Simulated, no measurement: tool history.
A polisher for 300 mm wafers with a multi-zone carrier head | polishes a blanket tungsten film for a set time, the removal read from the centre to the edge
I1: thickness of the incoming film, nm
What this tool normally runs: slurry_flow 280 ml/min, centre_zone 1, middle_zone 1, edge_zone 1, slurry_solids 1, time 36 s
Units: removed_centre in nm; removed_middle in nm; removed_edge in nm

{"run": 1, "hour": 0.0, "slurry_flow": 280, "centre_zone": 0.92, "middle_zone": 1, "edge_zone": 1, "slurry_solids": 1, "time": 36, "I1": 1306.1, "removed_centre": 231.1, "removed_middle": 249.5, "removed_edge": 245.3}
{"hour": 28.1, "done": "edge zone pressure recalibrated"}
{"hour": 131.7, "done": "worn pad replaced by a new one"}
{"run": 2, "hour": 152.1, "slurry_flow": 280, "centre_zone": 0.92, "middle_zone": 1, "edge_zone": 1, "slurry_solids": 1, "time": 36, "I1": 1333.6, "removed_centre": 227.2, "removed_middle": 256.8, "removed_edge": 252.7}
{"run": 3, "hour": 185.3, "slurry_flow": 280, "centre_zone": 1, "middle_zone": 0.97, "edge_zone": 1, "slurry_solids": 1, "time": 36, "I1": 1323.9, "removed_centre": 239.3, "removed_middle": 242.1, "removed_edge": 249.8}
{"run": 4, "hour": 248.7, "slurry_flow": 215, "centre_zone": 1, "middle_zone": 1, "edge_zone": 1, "slurry_solids": 1, "time": 36, "I1": 1304.9, "removed_centre": 226.5, "removed_middle": 229.2, "removed_edge": 229.1}
{"run": 5, "hour": 312.7, "slurry_flow": 280, "centre_zone": 1, "middle_zone": 1, "edge_zone": 0.97, "slurry_solids": 1, "time": 36, "I1": 1311.3, "removed_centre": 224.5, "removed_middle": 225.9, "removed_edge": 219.7}
{"hour": 332.3, "done": "worn pad replaced by a new one, of another model than before"}
{"run": 6, "hour": 346.9, "slurry_flow": 280, "centre_zone": 1, "middle_zone": 1, "edge_zone": 0.97, "slurry_solids": 1, "time": 36, "I1": 1329.5, "removed_centre": 250.8, "removed_middle": 252, "removed_edge": 251.4}
{"hour": 381.9, "done": "edge zone pressure recalibrated"}
{"run": 7, "hour": 393.7, "slurry_flow": 225, "centre_zone": 1, "middle_zone": 1, "edge_zone": 1, "slurry_solids": 1.2, "time": 36, "I1": 1323.3, "removed_centre": 248.9, "removed_middle": 249.7, "removed_edge": 250.9}
{"hour": 483.3, "done": "carrier head's membrane replaced by a new one"}
{"hour": 516.8, "done": "worn pad replaced by a new one"}
{"hour": 518.7, "done": "centre zone pressure recalibrated"}
{"run": 8, "hour": 544.1, "slurry_flow": 280, "centre_zone": 0.89, "middle_zone": 1, "edge_zone": 1.06, "slurry_solids": 1.1, "time": 42, "I1": 1323.7, "removed_centre": 262.6, "removed_middle": 298.2, "removed_edge": 304.7}
{"run": 9, "hour": 614.0, "slurry_flow": 280, "centre_zone": 1.08, "middle_zone": 0.91, "edge_zone": 1.12, "slurry_solids": 1, "time": 36, "I1": 1316.2, "removed_centre": 255.9, "removed_middle": 227.6, "removed_edge": 250.3}
{"hour": 678.9, "done": "worn pad replaced by a new one"}
{"run": 10, "hour": 680.6, "slurry_flow": 280, "centre_zone": 1, "middle_zone": 1, "edge_zone": 1, "slurry_solids": 1, "time": 36, "I1": 1328.2, "removed_centre": 256.4, "removed_middle": 256.2, "removed_edge": 252.5}
{"hour": 713.3, "done": "edge zone pressure recalibrated"}
{"hour": 719.4, "done": "slurry nozzle cleaned"}
{"run": 11, "hour": 736.5, "slurry_flow": 280, "centre_zone": 1, "middle_zone": 1, "edge_zone": 0.92, "slurry_solids": 1, "time": 36, "I1": 1331.2, "removed_centre": 239.2, "removed_middle": 249.7, "removed_edge": 237}
{"run": 12, "hour": 836.3, "slurry_flow": 220, "centre_zone": 0.89, "middle_zone": 0.89, "edge_zone": 1, "slurry_solids": 1, "time": 36, "I1": 1315.8, "removed_centre": 194.8, "removed_middle": 211.1, "removed_edge": 229.9}
{"hour": 850.1, "done": "worn pad replaced by a new one"}
{"run": 13, "hour": 889.0, "slurry_flow": 250, "centre_zone": 1, "middle_zone": 1, "edge_zone": 1, "slurry_solids": 1, "time": 36, "I1": 1326.9, "removed_centre": 246.1, "removed_middle": 248.3, "removed_edge": 246.9}
{"run": 14, "hour": 921.3, "slurry_flow": 280, "centre_zone": 1, "middle_zone": 1, "edge_zone": 1, "slurry_solids": 1, "time": 36, "I1": 1325.5, "removed_centre": 243.3, "removed_middle": 242.8, "removed_edge": 241.7}

Below, some changes in removed_centre between adjacent runs. For each, the amount present without the hidden state too (settings, incoming material, random variation) and the amount remaining for the hidden state with gauge scatter not shared by both compared results:
What the log doesn't record here: removal rate lost through wear of the pad, %; slurry flow missing at the pad, %; deviation of the centre zone's pressure from its setpoint, %; deviation of the edge zone's pressure from its setpoint, %.
Run 5 -> 6: worn pad replaced by a new one, of another model than before. removed_centre +26.3 nm: hidden state +25.9, all else +0.4.
Run 12 -> 13: slurry_flow 220 -> 250, centre_zone 0.89 -> 1, middle_zone 0.89 -> 1, worn pad replaced by a new one. removed_centre +51.3 nm: hidden state +16.2, all else +35.1.
